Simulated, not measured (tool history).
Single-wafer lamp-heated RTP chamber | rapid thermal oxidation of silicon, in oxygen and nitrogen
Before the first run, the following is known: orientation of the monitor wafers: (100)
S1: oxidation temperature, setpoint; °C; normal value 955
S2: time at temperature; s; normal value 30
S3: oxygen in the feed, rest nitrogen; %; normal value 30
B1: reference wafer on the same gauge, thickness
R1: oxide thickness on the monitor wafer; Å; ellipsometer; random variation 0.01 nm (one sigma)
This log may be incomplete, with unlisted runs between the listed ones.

{"run": 1, "hour": 0.0, "S1": 955, "S2": 30, "S3": 30, "B1": 2.801, "R1": 23.76}
{"run": 2, "hour": 39.4, "S1": 955, "S2": 19, "S3": 41, "B1": 2.8, "R1": 22.45}
{"run": 3, "hour": 91.2, "S1": 955, "S2": 30, "S3": 18, "B1": 2.803, "R1": 22.36}
{"run": 4, "hour": 150.9, "S1": 955, "S2": 30, "S3": 18, "B1": 2.802, "R1": 22.37}
{"run": 5, "hour": 183.6, "S1": 955, "S2": 30, "S3": 17, "B1": 2.801, "R1": 22.29}
{"run": 6, "hour": 248.5, "S1": 955, "S2": 30, "S3": 17, "B1": 2.803, "R1": 22.12}
{"run": 7, "hour": 290.8, "S1": 955, "S2": 30, "S3": 17, "B1": 2.8, "R1": 22.24}
{"run": 8, "hour": 320.6, "S1": 955, "S2": 30, "S3": 30, "B1": 2.801, "R1": 24.0}
{"run": 9, "hour": 361.3, "S1": 955, "S2": 30, "S3": 30, "B1": 2.797, "R1": 24.02}
{"run": 10, "hour": 406.7, "S1": 944, "S2": 30, "S3": 30, "B1": 2.802, "R1": 22.96}
{"run": 11, "hour": 464.6, "S1": 955, "S2": 30, "S3": 30, "B1": 2.798, "R1": 23.74}
{"run": 12, "hour": 511.9, "S1": 955, "S2": 30, "S3": 30, "B1": 2.798, "R1": 24.1}
{"hour": 540.1, "done": "gauge calibrated"}
{"run": 13, "hour": 558.0, "S1": 955, "S2": 30, "S3": 30, "B1": 2.8, "R1": 24.17}
{"hour": 571.6, "done": "oxygen flow controller replaced"}
{"run": 14, "hour": 620.9, "S1": 955, "S2": 30, "S3": 30, "B1": 2.803, "R1": 23.91}
{"run": 15, "hour": 673.9, "S1": 955, "S2": 30, "S3": 30, "B1": 2.803, "R1": 24.29}
{"run": 16, "hour": 719.0, "S1": 955, "S2": 30, "S3": 30, "B1": 2.803, "R1": 24.17}
{"run": 17, "hour": 753.0, "S1": 955, "S2": 30, "S3": 30, "B1": 2.798, "R1": 24.0}
{"hour": 772.4, "done": "pyrometer window cleaned and pyrometer calibrated"}
{"run": 18, "hour": 795.3, "S1": 931, "S2": 30, "S3": 30, "B1": 2.799, "R1": 22.5}
{"run": 19, "hour": 820.0, "S1": 955, "S2": 30, "S3": 30, "B1": 2.8, "R1": 24.47}
{"run": 20, "hour": 870.0, "S1": 929, "S2": 22, "S3": 17, "B1": 2.801, "R1": 20.29}
{"run": 21, "hour": 917.7, "S1": 940, "S2": 23, "S3": 55, "B1": 2.803, "R1": 23.9}
{"run": 22, "hour": 968.8, "S1": 983, "S2": 23, "S3": 53, "B1": 2.803, "R1": 29.39}
{"run": 23, "hour": 1027.3, "S1": 964, "S2": 30, "S3": 49, "B1": 2.803, "R1": 28.4}
{"run": 24, "hour": 1055.9, "S1": 936, "S2": 16, "S3": 41, "B1": 2.801, "R1": 21.04}
{"run": 25, "hour": 1086.0, "S1": 978, "S2": 18, "S3": 44, "B1": 2.8, "R1": 25.52}
{"run": 26, "hour": 1126.3, "S1": 928, "S2": 16, "S3": 44, "B1": 2.798, "R1": 20.81}
{"hour": 1142.5, "done": "pyrometer window cleaned and pyrometer calibrated, repeated, since the last time left the tool worse"}
{"run": 27, "hour": 1167.0, "S1": 927, "S2": 30, "S3": 38, "B1": 2.8, "R1": 22.46}
{"run": 28, "hour": 1215.7, "S1": 964, "S2": 30, "S3": 18, "B1": 2.797, "R1": 22.58}
{"run": 29, "hour": 1261.2, "S1": 936, "S2": 16, "S3": 41, "B1": 2.802, "R1": 20.52}
{"run": 30, "hour": 1325.1, "S1": 981, "S2": 42, "S3": 17, "B1": 2.803, "R1": 25.78}
{"run": 31, "hour": 1372.0, "S1": 955, "S2": 38, "S3": 30, "B1": 2.805, "R1": 25.27}
{"run": 32, "hour": 1434.1, "S1": 934, "S2": 36, "S3": 17, "B1": 2.8, "R1": 21.83}
{"run": 33, "hour": 1500.0, "S1": 955, "S2": 30, "S3": 30, "B1": 2.798, "R1": 23.72}
{"run": 34, "hour": 1551.4, "S1": 934, "S2": 24, "S3": 45, "B1": 2.801, "R1": 22.45}
{"run": 35, "hour": 1604.1, "S1": 955, "S2": 35, "S3": 20, "B1": 2.8, "R1": 23.43}

Each row is a separate what-if for the run after 35, all from the same tool condition, not one after another. Results?
{"run": "A", "hour": 1604.6, "S1": 955, "S2": 30, "S3": 30, "B1": "?", "R1": "?"}
{"run": "B", "hour": 1604.6, "S1": 965, "S2": 45, "S3": 43, "B1": "?", "R1": "?"}
{"run": "C", "hour": 1604.6, "S1": 940, "S2": 42, "S3": 55, "B1": "?", "R1": "?"}
{"run": "D", "hour": 1604.6, "S1": 955, "S2": 42, "S3": 30, "B1": "?", "R1": "?"}

run=A B1=2.797 R1=23.96
run=B B1=2.797 R1=30.25
run=C B1=2.797 R1=27.43
run=D B1=2.797 R1=26.08
With the hidden condition removed and each run's random variation left untouched, the same runs would have given:
run=A R1=23.62
run=B R1=29.55
run=C R1=26.87
run=D R1=25.62
